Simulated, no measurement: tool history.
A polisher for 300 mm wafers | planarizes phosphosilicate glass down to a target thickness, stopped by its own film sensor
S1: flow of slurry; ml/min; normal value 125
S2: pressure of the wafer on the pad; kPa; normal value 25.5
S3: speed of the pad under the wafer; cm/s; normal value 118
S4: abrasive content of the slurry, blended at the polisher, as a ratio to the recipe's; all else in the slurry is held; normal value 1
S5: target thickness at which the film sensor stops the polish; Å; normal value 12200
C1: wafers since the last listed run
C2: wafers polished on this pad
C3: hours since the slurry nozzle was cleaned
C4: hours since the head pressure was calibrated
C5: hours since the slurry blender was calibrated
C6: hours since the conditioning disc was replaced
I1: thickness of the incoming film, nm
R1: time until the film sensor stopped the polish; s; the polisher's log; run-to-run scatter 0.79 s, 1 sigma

| run | hour | S1 | S2 | S3 | S4 | S5 | C1 | C2 | C3 | C4 | C5 | C6 | I1 | R1 |
|---|---|---|---|---|---|---|---|---|---|---|---|---|---|---|
| 1 | 0 | 125 | 25.5 | 118 | 1 | 12200 | 0 | 2756 | 151.1 | 772.2 | 53.7 | 76.3 | 2043.6 | 76 |
| 2 | 34.2 | 125 | 25.5 | 118 | 1 | 12200 | 356 | 3113 | 185.3 | 806.4 | 87.9 | 110.5 | 2060.6 | 76.6 |
| 3 | 91.9 | 125 | 25.5 | 118 | 1 | 12200 | 601 | 3715 | 243 | 864.1 | 145.6 | 168.2 | 2040.6 | 74.1 |
|  | 136.9 | worn pad replaced by a new one |
| 4 | 146.8 | 125 | 20.7 | 118 | 1 | 12200 | 530 | 103 | 297.9 | 919 | 200.5 | 223.1 | 2065.8 | 92.3 |
| 5 | 218.1 | 125 | 20.7 | 118 | 1 | 12200 | 743 | 847 | 369.2 | 990.3 | 271.8 | 294.4 | 2011.9 | 85.5 |
| 6 | 273.5 | 125 | 25.5 | 118 | 1 | 12200 | 577 | 1425 | 424.6 | 1045.7 | 327.2 | 349.8 | 2029.8 | 74.3 |
| 7 | 307.9 | 125 | 18.6 | 118 | 0.7 | 12200 | 358 | 1784 | 459 | 1080.1 | 361.6 | 384.2 | 2059.7 | 130.1 |
|  | 315.4 | conditioning disc replaced and pad reconditioned |
|  | 336.3 | head pressure recalibrated |
|  | 344.8 | slurry nozzle cleaned |
| 8 | 379.7 | 160 | 29.6 | 118 | 1 | 12200 | 696 | 2480 | 34.9 | 43.4 | 433.4 | 64.3 | 2052.7 | 62.2 |
|  | 412.9 | slurry blender recalibrated |
| 9 | 421.2 | 125 | 25.5 | 118 | 1 | 12200 | 412 | 2892 | 76.4 | 84.9 | 8.3 | 105.8 | 2044.5 | 76.7 |
| 10 | 458.5 | 145 | 25.5 | 118 | 1 | 14690 | 389 | 3281 | 113.7 | 122.2 | 45.6 | 143.1 | 2037.2 | 50.9 |
| 11 | 495.2 | 115 | 25.5 | 146 | 1 | 12200 | 382 | 3664 | 150.4 | 158.9 | 82.3 | 179.8 | 2050.1 | 66.8 |
| 12 | 564.4 | 85 | 25.5 | 152 | 1 | 14390 | 721 | 4386 | 219.6 | 228.1 | 151.5 | 249 | 2022.7 | 48.9 |
|  | 595.3 | worn pad replaced by a new one |
| 13 | 602.5 | 125 | 25.5 | 118 | 1 | 12200 | 355 | 75 | 257.7 | 266.2 | 189.6 | 287.1 | 2062.8 | 73.3 |
| 14 | 669.8 | 125 | 25.5 | 118 | 1 | 12200 | 701 | 776 | 325 | 333.5 | 256.9 | 354.4 | 2052.8 | 72.9 |
|  | 753.9 | conditioning disc replaced and pad reconditioned |
| 15 | 786.4 | 125 | 33.8 | 118 | 1 | 12200 | 1195 | 1972 | 441.6 | 450.1 | 373.5 | 32.5 | 2035 | 56 |
|  | 816.2 | slurry blender recalibrated |
|  | 842.3 | slurry nozzle cleaned |
| 16 | 844.4 | 125 | 25.5 | 118 | 1 | 12200 | 573 | 2546 | 2.1 | 508.1 | 28.2 | 90.5 | 2028.8 | 72.7 |
| 17 | 895.9 | 105 | 27.6 | 152 | 1 | 10580 | 537 | 3083 | 53.6 | 559.6 | 79.7 | 142 | 2016.1 | 69.4 |
| 18 | 926.4 | 125 | 25.5 | 118 | 1 | 12200 | 318 | 3401 | 84.1 | 590.1 | 110.2 | 172.5 | 2045.8 | 76 |
| 19 | 976.7 | 125 | 19.3 | 152 | 1.25 | 12200 | 524 | 3926 | 134.4 | 640.4 | 160.5 | 222.8 | 2027.4 | 72.3 |
| 20 | 1024.8 | 145 | 31.7 | 118 | 0.8 | 12200 | 501 | 4427 | 182.5 | 688.5 | 208.6 | 270.9 | 2068.8 | 69.6 |
|  | 1082.9 | worn pad replaced by a new one |
|  | 1174.7 | conditioning disc replaced and pad reconditioned |
| 21 | 1206.3 | 125 | 20 | 160 | 1.25 | 10000 | 1830 | 1266 | 364 | 870 | 390.1 | 31.6 | 2067.6 | 88.2 |
| 22 | 1233.1 | 125 | 25.5 | 118 | 1 | 12200 | 279 | 1545 | 390.8 | 896.8 | 416.9 | 58.4 | 2069.2 | 77.8 |
|  | 1250.1 | slurry blender recalibrated |
| 23 | 1291 | 155 | 25.5 | 118 | 1 | 9700 | 583 | 2128 | 448.7 | 954.7 | 40.9 | 116.3 | 2033.8 | 94.2 |
|  | 1309.5 | slurry nozzle cleaned |
| 24 | 1356.6 | 125 | 25.5 | 146 | 0.85 | 12200 | 673 | 2802 | 47.1 | 1020.3 | 106.5 | 181.9 | 2078.1 | 72.8 |

Forecast each of these 5 alternatives for the next run:
| A | 1357 | 125 | 25.5 | 118 | 1 | 12200 | 4 | 2806 | 47.5 | 1020.7 | 106.9 | 182.3 | 2029.6 | ? |
| B | 1357 | 125 | 25.5 | 98 | 1 | 15050 | 4 | 2806 | 47.5 | 1020.7 | 106.9 | 182.3 | 2029.6 | ? |
| C | 1357 | 125 | 29.6 | 106 | 1.25 | 14560 | 4 | 2806 | 47.5 | 1020.7 | 106.9 | 182.3 | 2029.6 | ? |
| D | 1357 | 170 | 18.6 | 156 | 1.25 | 12200 | 4 | 2806 | 47.5 | 1020.7 | 106.9 | 182.3 | 2029.6 | ? |
| E | 1357 | 125 | 32.4 | 88 | 0.75 | 14690 | 4 | 2806 | 47.5 | 1020.7 | 106.9 | 182.3 | 2029.6 | ? |

| run | R1 |
|---|---|
| A | 75 |
| B | 56.4 |
| C | 44.6 |
| D | 69.5 |
| E | 61.5 |
The same runs, with their run-to-run variation unchanged, on a tool lacking any hidden condition would have given:
| run | R1 |
|---|---|
| A | 71.1 |
| B | 53.4 |
| C | 42.3 |
| D | 65.9 |
| E | 58.3 |

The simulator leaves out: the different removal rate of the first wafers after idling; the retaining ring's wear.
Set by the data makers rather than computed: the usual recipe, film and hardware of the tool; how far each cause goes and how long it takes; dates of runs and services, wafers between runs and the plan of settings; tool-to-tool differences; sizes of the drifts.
